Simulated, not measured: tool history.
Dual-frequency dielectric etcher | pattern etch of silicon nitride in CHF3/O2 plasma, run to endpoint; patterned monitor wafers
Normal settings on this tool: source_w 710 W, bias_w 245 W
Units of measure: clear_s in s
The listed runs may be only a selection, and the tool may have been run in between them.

run	hour	source_w	bias_w	incoming incoming film thickness, nm	clear_s
1	0	710	205	77.1	52.4
2	13.3	710	205	76.2	51.9
3	21.5	710	205	76.9	52.6
4	37.2	710	245	77	47.6
5	48	710	245	77.5	47.9
6	65.1	710	245	76.2	47.3
# hour 92.2: wet clean of the chamber
7	92.7	710	219	76.9	47.9
8	93	850	277	76.7	39.9
9	97.2	850	277	75.9	39.3
# hour 122.9: source power generator calibrated
# hour 124.5: upper electrode replaced
10	125	850	277	76.8	39.9
11	125.4	780	284	77.3	40.6
12	133	650	305	77.1	41.4
13	149.9	710	245	76.4	45.1
# hour 155.5: bias power generator calibrated
14	158	600	188	77.5	55.9
15	175.9	710	245	77.4	45.7
16	184.4	710	284	76.9	41.9
17	201	590	217	76.1	51.1
18	215.6	710	282	76.6	42.1
19	225	710	245	77.1	45.7
20	239.5	710	245	77.1	46
21	257.4	640	278	76.5	43.9

Here are 3 independent what-if runs from the current tool condition. What would each one return?
A	257.8	710	245	77.1	?
B	257.8	650	245	77.1	?
C	257.8	850	303	77.1	?

run	clear_s
A	45.8
B	47.1
C	38.7
The same runs, with their run-to-run variation unchanged, on a tool lacking any hidden condition would have given:
run	clear_s
A	44.9
B	46.2
C	37.9

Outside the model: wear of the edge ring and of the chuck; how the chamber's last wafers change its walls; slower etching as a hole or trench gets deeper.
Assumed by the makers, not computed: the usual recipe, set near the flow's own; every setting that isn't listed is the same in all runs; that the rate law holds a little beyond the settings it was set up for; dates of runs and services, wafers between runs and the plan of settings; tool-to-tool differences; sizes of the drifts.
